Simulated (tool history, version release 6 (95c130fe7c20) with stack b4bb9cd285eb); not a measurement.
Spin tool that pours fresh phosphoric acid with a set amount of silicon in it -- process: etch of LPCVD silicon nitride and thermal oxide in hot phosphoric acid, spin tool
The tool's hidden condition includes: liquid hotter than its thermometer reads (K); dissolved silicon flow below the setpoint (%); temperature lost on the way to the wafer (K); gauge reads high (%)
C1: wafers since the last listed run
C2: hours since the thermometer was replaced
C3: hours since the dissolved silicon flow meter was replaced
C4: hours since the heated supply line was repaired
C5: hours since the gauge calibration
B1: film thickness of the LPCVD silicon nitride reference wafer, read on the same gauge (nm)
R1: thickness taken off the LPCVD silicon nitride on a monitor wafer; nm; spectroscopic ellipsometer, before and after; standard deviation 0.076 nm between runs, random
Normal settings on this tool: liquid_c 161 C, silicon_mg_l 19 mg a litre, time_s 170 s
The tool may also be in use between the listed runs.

{"run": 1, "hour": 0.0, "liquid_c": 161, "silicon_mg_l": 19, "time_s": 170, "C1": 0, "C2": 47.6, "C3": 1655.5, "C4": 2653.6, "C5": 847.7, "B1": 110, "R1": 16.59}
{"hour": 25.8, "done": "dissolved silicon flow meter replaced"}
{"run": 2, "hour": 28.1, "liquid_c": 161, "silicon_mg_l": 19, "time_s": 170, "C1": 136, "C2": 75.7, "C3": 2.3, "C4": 2681.7, "C5": 875.8, "B1": 109.97, "R1": 16.56}
{"run": 3, "hour": 59.2, "liquid_c": 161, "silicon_mg_l": 19, "time_s": 170, "C1": 157, "C2": 106.8, "C3": 33.4, "C4": 2712.8, "C5": 906.9, "B1": 109.98, "R1": 16.68}
{"run": 4, "hour": 87.5, "liquid_c": 161, "silicon_mg_l": 19, "time_s": 170, "C1": 142, "C2": 135.1, "C3": 61.7, "C4": 2741.1, "C5": 935.2, "B1": 110, "R1": 16.51}
{"run": 5, "hour": 105.5, "liquid_c": 161, "silicon_mg_l": 23.5, "time_s": 100, "C1": 90, "C2": 153.1, "C3": 79.7, "C4": 2759.1, "C5": 953.2, "B1": 110.02, "R1": 9.74}
{"hour": 119.4, "done": "gauge calibrated"}
{"run": 6, "hour": 135.0, "liquid_c": 158, "silicon_mg_l": 15, "time_s": 170, "C1": 149, "C2": 182.6, "C3": 109.2, "C4": 2788.6, "C5": 15.6, "B1": 109.96, "R1": 14.98}
{"run": 7, "hour": 154.1, "liquid_c": 161, "silicon_mg_l": 14.5, "time_s": 170, "C1": 96, "C2": 201.7, "C3": 128.3, "C4": 2807.7, "C5": 34.7, "B1": 109.99, "R1": 16.54}
{"run": 8, "hour": 186.2, "liquid_c": 161, "silicon_mg_l": 19, "time_s": 170, "C1": 162, "C2": 233.8, "C3": 160.4, "C4": 2839.8, "C5": 66.8, "B1": 110.03, "R1": 16.55}
{"run": 9, "hour": 209.2, "liquid_c": 161, "silicon_mg_l": 29, "time_s": 215, "C1": 116, "C2": 256.8, "C3": 183.4, "C4": 2862.8, "C5": 89.8, "B1": 109.99, "R1": 21.1}
{"hour": 216.8, "done": "heated supply line repaired"}
{"run": 10, "hour": 242.6, "liquid_c": 161, "silicon_mg_l": 19, "time_s": 210, "C1": 163, "C2": 290.2, "C3": 216.8, "C4": 25.8, "C5": 123.2, "B1": 110.02, "R1": 20.62}
{"run": 11, "hour": 268.4, "liquid_c": 163.5, "silicon_mg_l": 19, "time_s": 195, "C1": 130, "C2": 316, "C3": 242.6, "C4": 51.6, "C5": 149, "B1": 110.03, "R1": 20.82}
{"run": 12, "hour": 287.5, "liquid_c": 161, "silicon_mg_l": 11, "time_s": 270, "C1": 96, "C2": 335.1, "C3": 261.7, "C4": 70.7, "C5": 168.1, "B1": 110, "R1": 26.16}
{"run": 13, "hour": 300.8, "liquid_c": 162.5, "silicon_mg_l": 10, "time_s": 170, "C1": 67, "C2": 348.4, "C3": 275, "C4": 84, "C5": 181.4, "B1": 110, "R1": 17.48}
{"run": 14, "hour": 313.4, "liquid_c": 159, "silicon_mg_l": 13.5, "time_s": 215, "C1": 63, "C2": 361, "C3": 287.6, "C4": 96.6, "C5": 194, "B1": 110, "R1": 19.84}
{"run": 15, "hour": 340.2, "liquid_c": 158, "silicon_mg_l": 19, "time_s": 170, "C1": 135, "C2": 387.8, "C3": 314.4, "C4": 123.4, "C5": 220.8, "B1": 109.99, "R1": 14.96}
{"run": 16, "hour": 372.9, "liquid_c": 162, "silicon_mg_l": 6.5, "time_s": 110, "C1": 165, "C2": 420.5, "C3": 347.1, "C4": 156.1, "C5": 253.5, "B1": 109.99, "R1": 11.21}
{"run": 17, "hour": 400.6, "liquid_c": 161, "silicon_mg_l": 19, "time_s": 170, "C1": 139, "C2": 448.2, "C3": 374.8, "C4": 183.8, "C5": 281.2, "B1": 110, "R1": 16.7}
{"run": 18, "hour": 415.0, "liquid_c": 161, "silicon_mg_l": 6.5, "time_s": 235, "C1": 72, "C2": 462.6, "C3": 389.2, "C4": 198.2, "C5": 295.6, "B1": 110, "R1": 23.12}
{"run": 19, "hour": 437.4, "liquid_c": 159, "silicon_mg_l": 19, "time_s": 255, "C1": 113, "C2": 485, "C3": 411.6, "C4": 220.6, "C5": 318, "B1": 110.01, "R1": 23.52}
{"run": 20, "hour": 460.8, "liquid_c": 159, "silicon_mg_l": 5.5, "time_s": 200, "C1": 118, "C2": 508.4, "C3": 435, "C4": 244, "C5": 341.4, "B1": 110, "R1": 18.39}
{"run": 21, "hour": 488.2, "liquid_c": 161, "silicon_mg_l": 19, "time_s": 170, "C1": 138, "C2": 535.8, "C3": 462.4, "C4": 271.4, "C5": 368.8, "B1": 110, "R1": 16.91}
{"run": 22, "hour": 506.6, "liquid_c": 161, "silicon_mg_l": 19, "time_s": 170, "C1": 92, "C2": 554.2, "C3": 480.8, "C4": 289.8, "C5": 387.2, "B1": 110, "R1": 16.75}

Branching from run 22: 4 alternative next runs. What would each branch give?
{"run": "A", "hour": 507.1, "liquid_c": 161, "silicon_mg_l": 19, "time_s": 135, "C1": 2, "C2": 554.7, "C3": 481.3, "C4": 290.3, "C5": 387.7, "B1": "?", "R1": "?"}
{"run": "B", "hour": 507.1, "liquid_c": 160, "silicon_mg_l": 19, "time_s": 170, "C1": 2, "C2": 554.7, "C3": 481.3, "C4": 290.3, "C5": 387.7, "B1": "?", "R1": "?"}
{"run": "C", "hour": 507.1, "liquid_c": 163.5, "silicon_mg_l": 14, "time_s": 170, "C1": 2, "C2": 554.7, "C3": 481.3, "C4": 290.3, "C5": 387.7, "B1": "?", "R1": "?"}
{"run": "D", "hour": 507.1, "liquid_c": 159.5, "silicon_mg_l": 32.5, "time_s": 120, "C1": 2, "C2": 554.7, "C3": 481.3, "C4": 290.3, "C5": 387.7, "B1": "?", "R1": "?"}

run=A B1=109.98 R1=13.38
run=B B1=109.98 R1=16.29
run=C B1=109.98 R1=18.3
run=D B1=109.98 R1=11.31
The same runs, with their run-to-run variation unchanged, on a tool lacking any hidden condition would have given:
run=A R1=13.15
run=B R1=16.01
run=C R1=17.99
run=D R1=11.12

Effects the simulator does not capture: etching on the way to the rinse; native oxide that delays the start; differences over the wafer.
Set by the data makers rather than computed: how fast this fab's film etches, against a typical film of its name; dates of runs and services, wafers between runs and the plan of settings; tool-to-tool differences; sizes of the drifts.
